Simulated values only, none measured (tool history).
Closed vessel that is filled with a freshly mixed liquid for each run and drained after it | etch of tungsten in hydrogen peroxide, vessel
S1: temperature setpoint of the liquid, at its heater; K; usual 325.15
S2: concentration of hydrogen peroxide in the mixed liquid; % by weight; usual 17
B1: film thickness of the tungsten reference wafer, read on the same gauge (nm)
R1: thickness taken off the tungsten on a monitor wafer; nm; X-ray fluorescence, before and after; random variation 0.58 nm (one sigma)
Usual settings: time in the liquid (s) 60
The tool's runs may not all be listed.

{"run": 1, "day": 0.0, "S1": 325.15, "S2": 17, "time in the liquid (s)": 60, "B1": 40.01, "R1": 92.62}
{"run": 2, "day": 1.033, "S1": 325.15, "S2": 17, "time in the liquid (s)": 60, "B1": 40, "R1": 91.57}
{"run": 3, "day": 1.633, "S1": 325.15, "S2": 17, "time in the liquid (s)": 60, "B1": 40, "R1": 90.76}
{"run": 4, "day": 2.333, "S1": 325.15, "S2": 17, "time in the liquid (s)": 60, "B1": 40, "R1": 92.31}
{"run": 5, "day": 3.55, "S1": 325.15, "S2": 17, "time in the liquid (s)": 60, "B1": 40.01, "R1": 90.72}
{"run": 6, "day": 4.825, "S1": 325.15, "S2": 17, "time in the liquid (s)": 60, "B1": 39.98, "R1": 91.51}
{"day": 5.15, "done": "new drum of peroxide connected"}
{"run": 7, "day": 5.983, "S1": 325.15, "S2": 17, "time in the liquid (s)": 60, "B1": 39.99, "R1": 94.9}
{"run": 8, "day": 7.442, "S1": 334.65, "S2": 13, "time in the liquid (s)": 35, "B1": 40, "R1": 84.16}
{"day": 8.004, "done": "peroxide flow meter replaced"}
{"run": 9, "day": 8.608, "S1": 334.65, "S2": 13, "time in the liquid (s)": 35, "B1": 40.01, "R1": 84.6}
{"run": 10, "day": 10.104, "S1": 325.15, "S2": 17, "time in the liquid (s)": 60, "B1": 40.01, "R1": 94.95}
{"day": 10.129, "done": "gauge calibrated"}
{"day": 10.971, "done": "thermometer replaced"}
{"run": 11, "day": 11.267, "S1": 317.15, "S2": 17, "time in the liquid (s)": 70, "B1": 39.98, "R1": 67.13}
{"run": 12, "day": 12.692, "S1": 320.15, "S2": 13, "time in the liquid (s)": 70, "B1": 40.01, "R1": 70.3}
{"run": 13, "day": 14.05, "S1": 325.15, "S2": 19, "time in the liquid (s)": 60, "B1": 40.01, "R1": 98.56}
{"run": 14, "day": 15.133, "S1": 325.15, "S2": 17, "time in the liquid (s)": 60, "B1": 40.03, "R1": 93.79}
{"run": 15, "day": 16.171, "S1": 334.15, "S2": 17, "time in the liquid (s)": 75, "B1": 39.99, "R1": 199.39}

3 ways to go on from here, each from the tool as it stands after run 15. What would each give?
{"run": "A", "day": 16.2, "S1": 325.15, "S2": 17, "time in the liquid (s)": 40, "B1": "?", "R1": "?"}
{"run": "B", "day": 16.2, "S1": 325.15, "S2": 21.5, "time in the liquid (s)": 70, "B1": "?", "R1": "?"}
{"run": "C", "day": 16.2, "S1": 332.15, "S2": 17, "time in the liquid (s)": 75, "B1": "?", "R1": "?"}

run=A B1=40 R1=62.02
run=B B1=40 R1=122.06
run=C B1=40 R1=175.88
Without the tool's hidden state the same runs would have given:
run=A R1=63.36
run=B R1=124.7
run=C R1=179.68
